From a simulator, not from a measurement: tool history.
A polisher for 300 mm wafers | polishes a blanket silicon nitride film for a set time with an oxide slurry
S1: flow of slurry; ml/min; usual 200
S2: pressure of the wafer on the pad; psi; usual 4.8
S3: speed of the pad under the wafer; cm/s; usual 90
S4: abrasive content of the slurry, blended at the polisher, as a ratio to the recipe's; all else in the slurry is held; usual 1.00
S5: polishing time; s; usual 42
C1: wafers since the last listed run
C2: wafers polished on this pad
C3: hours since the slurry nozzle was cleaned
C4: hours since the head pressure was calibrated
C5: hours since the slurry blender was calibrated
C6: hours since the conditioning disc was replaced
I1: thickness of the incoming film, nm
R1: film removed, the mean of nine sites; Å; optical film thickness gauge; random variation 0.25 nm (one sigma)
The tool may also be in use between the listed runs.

run 1 hour=0.0 | S1=200 S2=6.0 S3=90 S4=1.00 S5=42 | C1=0 C2=399 C3=170.7 C4=681.4 C5=387.1 C6=273.5 | I1=446.6 | R1=404
run 2 hour=34.2 | S1=200 S2=6.0 S3=90 S4=1.00 S5=42 | C1=250 C2=650 C3=204.9 C4=715.6 C5=421.3 C6=307.7 | I1=450.4 | R1=408
-- hour=47.0 head pressure recalibrated
run 3 hour=59.6 | S1=200 S2=4.8 S3=90 S4=1.00 S5=42 | C1=171 C2=822 C3=230.3 C4=12.6 C5=446.7 C6=333.1 | I1=448.5 | R1=323
run 4 hour=89.1 | S1=200 S2=4.8 S3=90 S4=1.00 S5=42 | C1=216 C2=1038 C3=259.8 C4=42.1 C5=476.2 C6=362.6 | I1=442.7 | R1=324
-- hour=97.2 slurry blender recalibrated
run 5 hour=114.2 | S1=155 S2=4.8 S3=90 S4=1.00 S5=31 | C1=169 C2=1207 C3=284.9 C4=67.2 C5=17.0 C6=387.7 | I1=455.4 | R1=232
-- hour=125.4 slurry nozzle cleaned
-- hour=139.7 worn pad replaced by a new one
run 6 hour=146.1 | S1=200 S2=4.8 S3=82 S4=1.20 S5=42 | C1=197 C2=46 C3=20.7 C4=99.1 C5=48.9 C6=419.6 | I1=458.7 | R1=332
run 7 hour=160.9 | S1=225 S2=4.8 S3=90 S4=1.25 S5=52 | C1=108 C2=155 C3=35.5 C4=113.9 C5=63.7 C6=434.4 | I1=448.6 | R1=451
run 8 hour=176.6 | S1=200 S2=6.3 S3=90 S4=1.00 S5=42 | C1=115 C2=270 C3=51.2 C4=129.6 C5=79.4 C6=450.1 | I1=450.4 | R1=412
run 9 hour=204.2 | S1=225 S2=3.7 S3=76 S4=1.00 S5=53 | C1=202 C2=473 C3=78.8 C4=157.2 C5=107.0 C6=477.7 | I1=447.3 | R1=280
-- hour=231.4 conditioning disc replaced and pad reconditioned
run 10 hour=231.9 | S1=200 S2=4.1 S3=74 S4=1.20 S5=52 | C1=188 C2=661 C3=106.5 C4=184.9 C5=134.7 C6=0.5 | I1=457.3 | R1=334
run 11 hour=255.9 | S1=220 S2=5.6 S3=102 S4=0.70 S5=42 | C1=176 C2=837 C3=130.5 C4=208.9 C5=158.7 C6=24.5 | I1=453.8 | R1=332
run 12 hour=284.6 | S1=145 S2=5.2 S3=72 S4=1.00 S5=38 | C1=210 C2=1048 C3=159.2 C4=237.6 C5=187.4 C6=53.2 | I1=453.3 | R1=267
run 13 hour=313.7 | S1=225 S2=3.7 S3=76 S4=1.00 S5=53 | C1=213 C2=1261 C3=188.3 C4=266.7 C5=216.5 C6=82.3 | I1=446.2 | R1=287
run 14 hour=330.3 | S1=200 S2=4.8 S3=90 S4=1.00 S5=56 | C1=121 C2=1383 C3=204.9 C4=283.3 C5=233.1 C6=98.9 | I1=451.6 | R1=433
run 15 hour=347.8 | S1=200 S2=3.3 S3=90 S4=1.30 S5=42 | C1=128 C2=1511 C3=222.4 C4=300.8 C5=250.6 C6=116.4 | I1=449.9 | R1=254
run 16 hour=364.1 | S1=200 S2=4.8 S3=90 S4=1.00 S5=42 | C1=119 C2=1631 C3=238.7 C4=317.1 C5=266.9 C6=132.7 | I1=450.5 | R1=326
-- hour=369.1 worn pad replaced by a new one
run 17 hour=376.5 | S1=200 S2=6.1 S3=90 S4=0.80 S5=50 | C1=61 C2=54 C3=251.1 C4=329.5 C5=279.3 C6=145.1 | I1=441.4 | R1=432
run 18 hour=399.1 | S1=200 S2=4.8 S3=90 S4=1.00 S5=42 | C1=165 C2=220 C3=273.7 C4=352.1 C5=301.9 C6=167.7 | I1=451.7 | R1=323
-- hour=403.8 slurry nozzle cleaned
run 19 hour=427.2 | S1=200 S2=6.2 S3=90 S4=1.20 S5=42 | C1=198 C2=418 C3=23.4 C4=380.2 C5=330.0 C6=195.8 | I1=453.1 | R1=459
run 20 hour=441.2 | S1=200 S2=4.8 S3=90 S4=0.70 S5=42 | C1=102 C2=521 C3=37.4 C4=394.2 C5=344.0 C6=209.8 | I1=446.3 | R1=257
run 21 hour=467.0 | S1=200 S2=5.6 S3=106 S4=0.90 S5=36 | C1=189 C2=710 C3=63.2 C4=420.0 C5=369.8 C6=235.6 | I1=450.4 | R1=341
run 22 hour=480.8 | S1=200 S2=4.8 S3=90 S4=0.85 S5=42 | C1=101 C2=812 C3=77.0 C4=433.8 C5=383.6 C6=249.4 | I1=454.4 | R1=293
run 23 hour=507.8 | S1=200 S2=4.8 S3=90 S4=1.00 S5=42 | C1=198 C2=1010 C3=104.0 C4=460.8 C5=410.6 C6=276.4 | I1=450.7 | R1=320
run 24 hour=530.4 | S1=240 S2=4.8 S3=90 S4=1.20 S5=31 | C1=165 C2=1176 C3=126.6 C4=483.4 C5=433.2 C6=299.0 | I1=444.9 | R1=266
-- hour=532.6 slurry blender recalibrated
run 25 hour=574.4 | S1=200 S2=6.3 S3=90 S4=1.20 S5=55 | C1=308 C2=1484 C3=170.6 C4=527.4 C5=41.8 C6=343.0 | I1=443.7 | R1=601

Hidden state at the last listed run before each entry between runs and at the first one after, where it differs:
Between runs 2 and 3: head pressure recalibrated (hour 47.0)
  time polished since the conditioner stopped cutting, s: 23.4 -> 26.9
  measured less the result without the state, R1: -10 -> -7 Å
Between runs 4 and 5: slurry blender recalibrated (hour 97.2)
  time polished since the conditioner stopped cutting, s: 31.4 -> 35.6
  measured less the result without the state, R1: -8 -> -6 Å
Between runs 5 and 6: slurry nozzle cleaned (hour 125.4); worn pad replaced by a new one (hour 139.7)
  time polished since the conditioner stopped cutting, s: 35.6 -> 41.3
  measured less the result without the state, R1: -6 -> -11 Å
Between runs 9 and 10: conditioning disc replaced and pad reconditioned (hour 231.4)
  time polished since the conditioner stopped cutting, s: 52.7 -> 2.68
  measured less the result without the state, R1: -9 -> -1 Å
Between runs 16 and 17: worn pad replaced by a new one (hour 369.1)
  time polished since the conditioner stopped cutting, s: 6.56 -> 7.32
  measured less the result without the state, R1: -2 -> -3 Å
Between runs 18 and 19: slurry nozzle cleaned (hour 403.8)
  time polished since the conditioner stopped cutting, s: 8.87 -> 11.1
  measured less the result without the state, R1: -2 -> -5 Å
Between runs 24 and 25: slurry blender recalibrated (hour 532.6)
  time polished since the conditioner stopped cutting, s: 22.4 -> 28.6
  measured less the result without the state, R1: -5 -> -19 Å
